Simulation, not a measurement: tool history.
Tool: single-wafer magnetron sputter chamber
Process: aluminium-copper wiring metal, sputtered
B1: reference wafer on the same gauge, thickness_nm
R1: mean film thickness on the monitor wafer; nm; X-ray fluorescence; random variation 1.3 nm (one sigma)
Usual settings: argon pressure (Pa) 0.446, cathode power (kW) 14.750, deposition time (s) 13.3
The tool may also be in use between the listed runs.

run 1 hour=0.0 | argon_pressure_(Pa)=0.446 cathode_power_(kW)=14.750 deposition_time_(s)=13.3 | B1=321.071 | R1=321.082
-- hour=63.5 sputter target and shields replaced
run 2 hour=66.5 | argon_pressure_(Pa)=0.446 cathode_power_(kW)=14.750 deposition_time_(s)=13.3 | B1=320.844 | R1=328.563
run 3 hour=91.2 | argon_pressure_(Pa)=0.446 cathode_power_(kW)=14.750 deposition_time_(s)=13.3 | B1=321.027 | R1=325.209
run 4 hour=117.3 | argon_pressure_(Pa)=0.446 cathode_power_(kW)=14.750 deposition_time_(s)=13.3 | B1=320.868 | R1=322.676
run 5 hour=153.0 | argon_pressure_(Pa)=0.446 cathode_power_(kW)=14.750 deposition_time_(s)=13.3 | B1=321.050 | R1=320.287
run 6 hour=188.9 | argon_pressure_(Pa)=0.391 cathode_power_(kW)=15.800 deposition_time_(s)=13.3 | B1=321.536 | R1=349.621
run 7 hour=211.4 | argon_pressure_(Pa)=0.391 cathode_power_(kW)=15.800 deposition_time_(s)=13.3 | B1=320.803 | R1=351.032
-- hour=245.1 sputter target and shields replaced
run 8 hour=247.0 | argon_pressure_(Pa)=0.391 cathode_power_(kW)=15.800 deposition_time_(s)=13.3 | B1=320.752 | R1=360.698
-- hour=265.1 magnet pack replaced
run 9 hour=282.3 | argon_pressure_(Pa)=0.446 cathode_power_(kW)=14.750 deposition_time_(s)=13.3 | B1=321.093 | R1=323.151
run 10 hour=296.8 | argon_pressure_(Pa)=0.446 cathode_power_(kW)=14.750 deposition_time_(s)=13.3 | B1=321.062 | R1=320.379
run 11 hour=401.1 | argon_pressure_(Pa)=0.303 cathode_power_(kW)=14.750 deposition_time_(s)=13.3 | B1=320.985 | R1=338.490
-- hour=415.5 sputter target and shields replaced
-- hour=426.7 gauge calibrated
run 12 hour=478.5 | argon_pressure_(Pa)=0.303 cathode_power_(kW)=14.750 deposition_time_(s)=13.3 | B1=321.135 | R1=344.623
run 13 hour=496.7 | argon_pressure_(Pa)=0.368 cathode_power_(kW)=13.550 deposition_time_(s)=14.1 | B1=320.761 | R1=325.681
run 14 hour=513.9 | argon_pressure_(Pa)=0.391 cathode_power_(kW)=15.800 deposition_time_(s)=13.3 | B1=321.020 | R1=352.568
-- hour=525.1 capacitance manometer re-zeroed and calibrated
run 15 hour=533.7 | argon_pressure_(Pa)=0.608 cathode_power_(kW)=14.750 deposition_time_(s)=10.9 | B1=320.810 | R1=239.876
run 16 hour=549.5 | argon_pressure_(Pa)=0.446 cathode_power_(kW)=14.750 deposition_time_(s)=13.3 | B1=321.278 | R1=321.068
-- hour=575.7 sputter target and shields replaced
run 17 hour=576.2 | argon_pressure_(Pa)=0.446 cathode_power_(kW)=17.600 deposition_time_(s)=13.3 | B1=321.413 | R1=395.400
run 18 hour=607.4 | argon_pressure_(Pa)=0.446 cathode_power_(kW)=14.750 deposition_time_(s)=13.3 | B1=321.195 | R1=323.690
run 19 hour=708.6 | argon_pressure_(Pa)=0.562 cathode_power_(kW)=14.750 deposition_time_(s)=15.2 | B1=320.897 | R1=340.344
-- hour=727.3 sputter target and shields replaced
run 20 hour=739.7 | argon_pressure_(Pa)=0.446 cathode_power_(kW)=14.750 deposition_time_(s)=13.3 | B1=320.782 | R1=329.339
run 21 hour=770.5 | argon_pressure_(Pa)=0.335 cathode_power_(kW)=17.950 deposition_time_(s)=14.4 | B1=320.884 | R1=451.150
run 22 hour=788.0 | argon_pressure_(Pa)=0.391 cathode_power_(kW)=15.700 deposition_time_(s)=12.3 | B1=321.241 | R1=322.941
run 23 hour=855.8 | argon_pressure_(Pa)=0.345 cathode_power_(kW)=13.700 deposition_time_(s)=12.0 | B1=320.840 | R1=283.508
run 24 hour=870.4 | argon_pressure_(Pa)=0.605 cathode_power_(kW)=11.850 deposition_time_(s)=13.3 | B1=321.235 | R1=238.826

Forecast each of these 3 alternatives for the next run:
run A hour=870.8 | argon_pressure_(Pa)=0.446 cathode_power_(kW)=14.750 deposition_time_(s)=14.8 | B1=? | R1=?
run B hour=870.8 | argon_pressure_(Pa)=0.324 cathode_power_(kW)=16.200 deposition_time_(s)=11.3 | B1=? | R1=?
run C hour=870.8 | argon_pressure_(Pa)=0.492 cathode_power_(kW)=16.400 deposition_time_(s)=12.5 | B1=? | R1=?

run=A B1=321.337 R1=356.979
run=B B1=321.337 R1=317.626
run=C B1=321.337 R1=327.938
Without the tool's hidden state the same runs would have given:
run=A R1=371.124
run=B R1=330.212
run=C R1=340.933

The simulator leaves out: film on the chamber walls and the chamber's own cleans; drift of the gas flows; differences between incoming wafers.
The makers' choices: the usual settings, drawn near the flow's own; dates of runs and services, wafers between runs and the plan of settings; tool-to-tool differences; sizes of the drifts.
